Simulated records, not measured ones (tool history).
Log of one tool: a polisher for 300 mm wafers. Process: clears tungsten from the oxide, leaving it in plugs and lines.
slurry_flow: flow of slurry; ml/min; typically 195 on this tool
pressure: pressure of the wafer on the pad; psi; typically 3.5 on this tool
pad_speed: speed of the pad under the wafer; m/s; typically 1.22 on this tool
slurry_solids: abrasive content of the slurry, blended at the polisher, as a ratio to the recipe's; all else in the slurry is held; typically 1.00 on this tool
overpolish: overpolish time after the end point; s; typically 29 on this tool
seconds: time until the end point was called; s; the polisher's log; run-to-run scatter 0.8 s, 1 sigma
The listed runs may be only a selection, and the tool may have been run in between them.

run,hour,slurry_flow,pressure,pad_speed,slurry_solids,overpolish,"incoming thickness of the incoming film, nm",seconds
1,0.0,195,3.9,1.44,1.00,29,261.4,41.4
2,51.2,135,3.5,1.22,1.00,20,262.0,57.4
# hour 102.9: slurry blender recalibrated
3,103.4,175,2.8,1.40,0.80,29,258.6,60.2
# hour 122.9: slurry nozzle cleaned
4,169.2,195,3.5,1.50,1.00,29,258.5,44.4
5,289.0,195,3.5,1.22,1.00,29,258.1,51.4
# hour 349.8: head pressure recalibrated
6,350.2,195,3.5,1.44,1.00,29,255.2,39.1
# hour 356.5: worn pad replaced by a new one
7,395.8,235,3.2,1.22,1.00,29,260.9,50.1
8,425.1,240,3.5,1.22,0.85,29,259.6,48.6
9,455.0,240,3.5,1.22,0.85,29,257.8,48.0
# hour 484.4: slurry tank refilled with fresh slurry and peroxide
10,488.0,195,3.5,1.22,1.00,29,258.2,47.0
11,516.8,145,3.0,1.22,1.00,35,255.7,58.9
12,571.4,230,2.4,1.22,1.15,38,260.3,71.2
# hour 579.8: slurry nozzle cleaned
# hour 580.7: slurry blender recalibrated
13,680.0,195,3.5,1.48,1.00,29,259.4,41.0
14,727.9,195,3.5,1.22,0.80,43,261.5,51.7
15,766.0,195,3.5,1.22,1.00,44,259.8,49.3
16,816.3,215,3.5,1.54,1.20,25,257.0,40.0
17,844.3,175,3.5,1.22,1.15,22,257.0,49.2
# hour 897.9: worn pad replaced by a new one
18,898.4,230,3.1,1.06,1.00,13,261.7,64.5
19,922.6,195,3.5,1.22,1.00,29,256.4,49.7
20,955.4,195,3.5,1.22,1.00,39,260.5,51.7
# hour 969.0: slurry tank refilled with fresh slurry and peroxide
21,1016.0,195,3.5,1.22,1.00,29,256.2,53.0
# hour 1040.2: slurry nozzle cleaned
# hour 1044.4: slurry blender recalibrated
22,1061.4,195,3.5,0.90,1.10,29,259.0,61.7
23,1103.6,170,3.5,0.82,1.10,29,257.7,63.5
24,1168.2,150,2.8,1.22,1.00,29,255.4,65.9
25,1228.6,195,3.5,1.22,1.00,24,260.1,52.3

Predict each of these 5 candidate next runs independently; none follows another, all start after run 25:
A,1229.0,195,3.5,1.22,1.00,29,258.6,?
B,1229.0,195,3.5,1.22,1.20,41,258.6,?
C,1229.0,195,2.8,1.22,0.80,29,258.6,?
D,1229.0,195,3.5,1.22,0.85,16,258.6,?
E,1229.0,220,3.5,1.04,1.00,29,258.6,?

run,seconds
A,53.2
B,51.6
C,68.8
D,54.5
E,58.8
Had the tool no hidden state, the same runs would have come out as:
run,seconds
A,46.2
B,44.9
C,59.8
D,47.4
E,51.1
